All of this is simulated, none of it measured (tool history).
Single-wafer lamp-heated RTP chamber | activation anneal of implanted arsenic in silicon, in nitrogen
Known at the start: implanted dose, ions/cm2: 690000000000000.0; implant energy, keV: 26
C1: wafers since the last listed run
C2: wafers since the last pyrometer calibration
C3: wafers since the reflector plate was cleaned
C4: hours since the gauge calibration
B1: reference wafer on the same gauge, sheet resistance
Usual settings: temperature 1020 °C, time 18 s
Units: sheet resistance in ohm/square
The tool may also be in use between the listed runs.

Run 1, hour 0: usual settings but temperature 1010 °C, time 23 s; C1 0; C2 848; C3 1867; C4 38.8; B1 120.05. Result: sheet resistance 147.37 ohm/square.
Run 2, hour 6.7: usual settings but temperature 1010 °C, time 23 s; C1 169; C2 1018; C3 2036; C4 45.5; B1 119.96. Result: sheet resistance 147.62 ohm/square.
Run 3, hour 13: usual settings but temperature 1010 °C, time 23 s; C1 158; C2 1176; C3 2195; C4 51.8; B1 119.95. Result: sheet resistance 147.28 ohm/square.
Run 4, hour 27.6: usual settings; C1 368; C2 1545; C3 2564; C4 66.4; B1 120.01. Result: sheet resistance 146.83 ohm/square.
At hour 50.9: pyrometer window cleaned and pyrometer calibrated.
Run 5, hour 51.4: usual settings; C1 398; C2 13; C3 2962; C4 90.2; B1 119.99. Result: sheet resistance 148.85 ohm/square.
Run 6, hour 59.9: usual settings; C1 214; C2 227; C3 3177; C4 98.7; B1 120. Result: sheet resistance 148.51 ohm/square.
Run 7, hour 68.2: usual settings; C1 209; C2 437; C3 3386; C4 107; B1 119.99. Result: sheet resistance 147.67 ohm/square.
Run 8, hour 81.9: usual settings; C1 345; C2 783; C3 3732; C4 120.7; B1 120.02. Result: sheet resistance 147.23 ohm/square.
Run 9, hour 99: usual settings; C1 431; C2 1214; C3 4164; C4 137.8; B1 119.98. Result: sheet resistance 147.56 ohm/square.
At hour 139.4: pyrometer window cleaned and pyrometer calibrated.
Run 10, hour 141.4: usual settings; C1 868; C2 50; C3 5032; C4 180.2; B1 119.99. Result: sheet resistance 148.79 ohm/square.
Run 11, hour 175.8: usual settings; C1 868; C2 918; C3 5900; C4 214.6; B1 120.01. Result: sheet resistance 147.64 ohm/square.
Run 12, hour 190.4: usual settings but temperature 1042 °C, time 10 s; C1 368; C2 1287; C3 6268; C4 229.2; B1 120.02. Result: sheet resistance 148.01 ohm/square.
Run 13, hour 199: usual settings but temperature 1042 °C, time 10 s; C1 217; C2 1504; C3 6485; C4 237.8; B1 119.95. Result: sheet resistance 147.78 ohm/square.
At hour 209.8: pyrometer window cleaned and pyrometer calibrated.
Run 14, hour 213: usual settings; C1 151; C2 81; C3 6636; C4 251.8; B1 120.06. Result: sheet resistance 148.43 ohm/square.
Run 15, hour 227.7: usual settings but temperature 1042 °C; C1 370; C2 452; C3 7007; C4 266.5; B1 120.05. Result: sheet resistance 145.72 ohm/square.
Run 16, hour 234.5: usual settings; C1 171; C2 623; C3 7179; C4 273.3; B1 119.99. Result: sheet resistance 148.13 ohm/square.

The next listed run, before its measurement:
At hour 242.9: reflector plate cleaned.
Run 17, hour 243.4: usual settings; C1 22; C2 646; C3 12; C4 282.2; B1 ?. Result: sheet resistance ?.

{"run 17": {"B1": 120.01, "sheet resistance": 147.75}}
Without the tool's hidden state the same run would have given sheet resistance 148.81 ohm/square.

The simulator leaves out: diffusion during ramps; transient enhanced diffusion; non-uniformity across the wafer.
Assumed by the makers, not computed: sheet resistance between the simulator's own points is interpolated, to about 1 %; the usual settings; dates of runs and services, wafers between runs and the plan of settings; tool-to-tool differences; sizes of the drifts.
